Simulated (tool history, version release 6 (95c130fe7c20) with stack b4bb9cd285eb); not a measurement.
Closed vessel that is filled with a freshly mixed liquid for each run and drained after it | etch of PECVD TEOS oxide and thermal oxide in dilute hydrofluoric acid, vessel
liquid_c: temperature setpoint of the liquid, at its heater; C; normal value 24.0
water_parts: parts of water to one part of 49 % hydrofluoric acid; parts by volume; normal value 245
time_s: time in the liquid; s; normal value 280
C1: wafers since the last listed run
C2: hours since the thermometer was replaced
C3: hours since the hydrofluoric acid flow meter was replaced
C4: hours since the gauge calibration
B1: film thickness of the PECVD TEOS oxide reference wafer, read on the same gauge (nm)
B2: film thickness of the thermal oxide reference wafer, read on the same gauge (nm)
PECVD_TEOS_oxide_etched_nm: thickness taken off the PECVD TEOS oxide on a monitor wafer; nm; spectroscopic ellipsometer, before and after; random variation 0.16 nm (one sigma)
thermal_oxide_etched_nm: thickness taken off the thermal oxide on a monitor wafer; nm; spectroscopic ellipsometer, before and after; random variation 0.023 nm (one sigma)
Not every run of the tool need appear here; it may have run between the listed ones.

run 1 hour=0.0 | liquid_c=24.0 water_parts=245 time_s=280 | C1=0 C2=2125.7 C3=374.4 C4=399.2 | B1=140.00 B2=49.996 | PECVD_TEOS_oxide_etched_nm=18.94 thermal_oxide_etched_nm=4.999
run 2 hour=26.1 | liquid_c=24.0 water_parts=245 time_s=280 | C1=2824 C2=2151.8 C3=400.5 C4=425.3 | B1=140.03 B2=50.007 | PECVD_TEOS_oxide_etched_nm=18.54 thermal_oxide_etched_nm=4.958
run 3 hour=59.8 | liquid_c=24.0 water_parts=245 time_s=280 | C1=3647 C2=2185.5 C3=434.2 C4=459.0 | B1=140.03 B2=49.999 | PECVD_TEOS_oxide_etched_nm=18.56 thermal_oxide_etched_nm=4.966
run 4 hour=75.3 | liquid_c=24.0 water_parts=245 time_s=280 | C1=1677 C2=2201.0 C3=449.7 C4=474.5 | B1=139.98 B2=50.002 | PECVD_TEOS_oxide_etched_nm=18.50 thermal_oxide_etched_nm=4.960
run 5 hour=91.9 | liquid_c=24.0 water_parts=245 time_s=280 | C1=1796 C2=2217.6 C3=466.3 C4=491.1 | B1=139.98 B2=50.013 | PECVD_TEOS_oxide_etched_nm=18.22 thermal_oxide_etched_nm=4.947
run 6 hour=110.9 | liquid_c=24.0 water_parts=245 time_s=280 | C1=2056 C2=2236.6 C3=485.3 C4=510.1 | B1=140.01 B2=49.993 | PECVD_TEOS_oxide_etched_nm=18.66 thermal_oxide_etched_nm=4.994
run 7 hour=143.8 | liquid_c=24.0 water_parts=245 time_s=280 | C1=3560 C2=2269.5 C3=518.2 C4=543.0 | B1=140.04 B2=50.004 | PECVD_TEOS_oxide_etched_nm=18.62 thermal_oxide_etched_nm=4.999
run 8 hour=170.0 | liquid_c=24.0 water_parts=245 time_s=280 | C1=2835 C2=2295.7 C3=544.4 C4=569.2 | B1=139.95 B2=50.005 | PECVD_TEOS_oxide_etched_nm=18.71 thermal_oxide_etched_nm=4.994
-- hour=188.1 thermometer replaced
run 9 hour=204.3 | liquid_c=24.0 water_parts=245 time_s=280 | C1=3603 C2=16.2 C3=578.7 C4=603.5 | B1=140.04 B2=50.016 | PECVD_TEOS_oxide_etched_nm=17.47 thermal_oxide_etched_nm=4.618
run 10 hour=236.6 | liquid_c=28.5 water_parts=245 time_s=280 | C1=3495 C2=48.5 C3=611.0 C4=635.8 | B1=140.01 B2=49.985 | PECVD_TEOS_oxide_etched_nm=20.33 thermal_oxide_etched_nm=5.465
run 11 hour=249.9 | liquid_c=25.5 water_parts=340 time_s=390 | C1=1439 C2=61.8 C3=624.3 C4=649.1 | B1=139.98 B2=50.008 | PECVD_TEOS_oxide_etched_nm=16.64 thermal_oxide_etched_nm=4.472
-- hour=259.4 hydrofluoric acid flow meter replaced
run 12 hour=287.3 | liquid_c=24.0 water_parts=245 time_s=280 | C1=3939 C2=99.2 C3=27.9 C4=686.5 | B1=140.03 B2=50.004 | PECVD_TEOS_oxide_etched_nm=17.26 thermal_oxide_etched_nm=4.688
run 13 hour=300.5 | liquid_c=24.0 water_parts=195 time_s=280 | C1=1428 C2=112.4 C3=41.1 C4=699.7 | B1=139.97 B2=49.984 | PECVD_TEOS_oxide_etched_nm=23.16 thermal_oxide_etched_nm=6.197
run 14 hour=326.3 | liquid_c=24.0 water_parts=245 time_s=280 | C1=2792 C2=138.2 C3=66.9 C4=725.5 | B1=139.98 B2=50.013 | PECVD_TEOS_oxide_etched_nm=17.57 thermal_oxide_etched_nm=4.689
run 15 hour=355.3 | liquid_c=21.5 water_parts=215 time_s=150 | C1=3138 C2=167.2 C3=95.9 C4=754.5 | B1=140.02 B2=50.002 | PECVD_TEOS_oxide_etched_nm=9.99 thermal_oxide_etched_nm=2.675
-- hour=391.9 gauge calibrated
run 16 hour=441.8 | liquid_c=25.5 water_parts=245 time_s=395 | C1=9361 C2=253.7 C3=182.4 C4=49.9 | B1=140.03 B2=50.011 | PECVD_TEOS_oxide_etched_nm=25.87 thermal_oxide_etched_nm=7.009
run 17 hour=470.1 | liquid_c=21.5 water_parts=245 time_s=280 | C1=3062 C2=282.0 C3=210.7 C4=78.2 | B1=140.00 B2=49.997 | PECVD_TEOS_oxide_etched_nm=16.23 thermal_oxide_etched_nm=4.290
run 18 hour=490.9 | liquid_c=27.0 water_parts=320 time_s=435 | C1=2251 C2=302.8 C3=231.5 C4=99.0 | B1=139.95 B2=49.997 | PECVD_TEOS_oxide_etched_nm=20.87 thermal_oxide_etched_nm=5.682
run 19 hour=525.9 | liquid_c=24.0 water_parts=245 time_s=335 | C1=3787 C2=337.8 C3=266.5 C4=134.0 | B1=139.99 B2=50.001 | PECVD_TEOS_oxide_etched_nm=20.87 thermal_oxide_etched_nm=5.555
run 20 hour=547.5 | liquid_c=24.0 water_parts=245 time_s=335 | C1=2337 C2=359.4 C3=288.1 C4=155.6 | B1=140.01 B2=50.010 | PECVD_TEOS_oxide_etched_nm=20.99 thermal_oxide_etched_nm=5.676
run 21 hour=560.3 | liquid_c=24.0 water_parts=245 time_s=405 | C1=1385 C2=372.2 C3=300.9 C4=168.4 | B1=139.97 B2=49.988 | PECVD_TEOS_oxide_etched_nm=25.59 thermal_oxide_etched_nm=6.815
run 22 hour=575.6 | liquid_c=24.0 water_parts=245 time_s=280 | C1=1655 C2=387.5 C3=316.2 C4=183.7 | B1=139.99 B2=50.006 | PECVD_TEOS_oxide_etched_nm=17.55 thermal_oxide_etched_nm=4.685
run 23 hour=605.8 | liquid_c=24.0 water_parts=245 time_s=395 | C1=3268 C2=417.7 C3=346.4 C4=213.9 | B1=140.01 B2=50.010 | PECVD_TEOS_oxide_etched_nm=24.57 thermal_oxide_etched_nm=6.640
run 24 hour=618.1 | liquid_c=25.5 water_parts=245 time_s=395 | C1=1331 C2=430.0 C3=358.7 C4=226.2 | B1=140.01 B2=49.995 | PECVD_TEOS_oxide_etched_nm=26.01 thermal_oxide_etched_nm=6.951
run 25 hour=637.1 | liquid_c=24.0 water_parts=315 time_s=155 | C1=2056 C2=449.0 C3=377.7 C4=245.2 | B1=140.01 B2=50.019 | PECVD_TEOS_oxide_etched_nm=7.06 thermal_oxide_etched_nm=1.893
run 26 hour=653.7 | liquid_c=24.0 water_parts=245 time_s=280 | C1=1796 C2=465.6 C3=394.3 C4=261.8 | B1=140.02 B2=49.996 | PECVD_TEOS_oxide_etched_nm=17.76 thermal_oxide_etched_nm=4.709
run 27 hour=666.1 | liquid_c=24.0 water_parts=245 time_s=280 | C1=1341 C2=478.0 C3=406.7 C4=274.2 | B1=140.00 B2=50.000 | PECVD_TEOS_oxide_etched_nm=17.77 thermal_oxide_etched_nm=4.721

Alternative continuations, all from the tool just after run 27; predict every row:
run A hour=666.8 | liquid_c=24.0 water_parts=245 time_s=280 | C1=75 C2=478.7 C3=407.4 C4=274.9 | B1=? B2=? | PECVD_TEOS_oxide_etched_nm=? thermal_oxide_etched_nm=?
run B hour=666.8 | liquid_c=20.5 water_parts=310 time_s=280 | C1=75 C2=478.7 C3=407.4 C4=274.9 | B1=? B2=? | PECVD_TEOS_oxide_etched_nm=? thermal_oxide_etched_nm=?
run C hour=666.8 | liquid_c=24.0 water_parts=360 time_s=185 | C1=75 C2=478.7 C3=407.4 C4=274.9 | B1=? B2=? | PECVD_TEOS_oxide_etched_nm=? thermal_oxide_etched_nm=?

run=A B1=139.95 B2=49.993 PECVD_TEOS_oxide_etched_nm=17.46 thermal_oxide_etched_nm=4.748
run=B B1=139.95 B2=49.993 PECVD_TEOS_oxide_etched_nm=11.43 thermal_oxide_etched_nm=3.109
run=C B1=139.95 B2=49.993 PECVD_TEOS_oxide_etched_nm=7.01 thermal_oxide_etched_nm=1.906
What these runs would have given with no unlogged condition in the tool:
run=A PECVD_TEOS_oxide_etched_nm=16.99 thermal_oxide_etched_nm=4.622
run=B PECVD_TEOS_oxide_etched_nm=11.13 thermal_oxide_etched_nm=3.026
run=C PECVD_TEOS_oxide_etched_nm=6.83 thermal_oxide_etched_nm=1.859
